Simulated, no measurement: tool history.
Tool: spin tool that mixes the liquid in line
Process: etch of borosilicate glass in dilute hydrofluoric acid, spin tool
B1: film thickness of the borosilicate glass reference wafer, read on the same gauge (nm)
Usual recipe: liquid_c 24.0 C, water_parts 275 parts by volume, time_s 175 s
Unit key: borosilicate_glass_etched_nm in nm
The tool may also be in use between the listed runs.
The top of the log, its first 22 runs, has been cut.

{"day": 45.683, "done": "thermometer replaced"}
{"run": 23, "day": 46.529, "liquid_c": 20.5, "water_parts": 215, "time_s": 175, "B1": 49.99, "borosilicate_glass_etched_nm": 22.13}
{"run": 24, "day": 48.067, "liquid_c": 24.0, "water_parts": 160, "time_s": 175, "B1": 50.01, "borosilicate_glass_etched_nm": 35.94}
{"run": 25, "day": 54.396, "liquid_c": 24.0, "water_parts": 275, "time_s": 150, "B1": 50.0, "borosilicate_glass_etched_nm": 16.01}
{"run": 26, "day": 57.312, "liquid_c": 25.5, "water_parts": 165, "time_s": 265, "B1": 50.0, "borosilicate_glass_etched_nm": 57.1}
{"run": 27, "day": 58.829, "liquid_c": 27.0, "water_parts": 155, "time_s": 130, "B1": 50.0, "borosilicate_glass_etched_nm": 31.4}
{"run": 28, "day": 60.879, "liquid_c": 20.0, "water_parts": 190, "time_s": 225, "B1": 49.98, "borosilicate_glass_etched_nm": 32.42}
{"run": 29, "day": 62.583, "liquid_c": 21.5, "water_parts": 335, "time_s": 275, "B1": 49.99, "borosilicate_glass_etched_nm": 21.09}
{"run": 30, "day": 63.688, "liquid_c": 28.5, "water_parts": 240, "time_s": 220, "B1": 49.99, "borosilicate_glass_etched_nm": 32.41}
{"run": 31, "day": 68.9, "liquid_c": 21.5, "water_parts": 225, "time_s": 275, "B1": 49.98, "borosilicate_glass_etched_nm": 34.44}
{"run": 32, "day": 69.929, "liquid_c": 19.0, "water_parts": 165, "time_s": 120, "B1": 49.99, "borosilicate_glass_etched_nm": 19.18}

Below are 5 alternative next runs, each starting from the tool's condition after run 32. Predict each:
{"run": "A", "day": 69.95, "liquid_c": 26.5, "water_parts": 275, "time_s": 175, "B1": "?", "borosilicate_glass_etched_nm": "?"}
{"run": "B", "day": 69.95, "liquid_c": 24.0, "water_parts": 345, "time_s": 140, "B1": "?", "borosilicate_glass_etched_nm": "?"}
{"run": "C", "day": 69.95, "liquid_c": 20.5, "water_parts": 275, "time_s": 115, "B1": "?", "borosilicate_glass_etched_nm": "?"}
{"run": "D", "day": 69.95, "liquid_c": 27.0, "water_parts": 235, "time_s": 260, "B1": "?", "borosilicate_glass_etched_nm": "?"}
{"run": "E", "day": 69.95, "liquid_c": 22.0, "water_parts": 195, "time_s": 175, "B1": "?", "borosilicate_glass_etched_nm": "?"}

run=A B1=50.00 borosilicate_glass_etched_nm=20.05
run=B B1=50.00 borosilicate_glass_etched_nm=10.94
run=C B1=50.00 borosilicate_glass_etched_nm=10.67
run=D B1=50.00 borosilicate_glass_etched_nm=37.10
run=E B1=50.00 borosilicate_glass_etched_nm=26.27
With no hidden state in the tool, these same runs would have given:
run=A borosilicate_glass_etched_nm=21.62
run=B borosilicate_glass_etched_nm=11.82
run=C borosilicate_glass_etched_nm=11.49
run=D borosilicate_glass_etched_nm=39.93
run=E borosilicate_glass_etched_nm=28.18
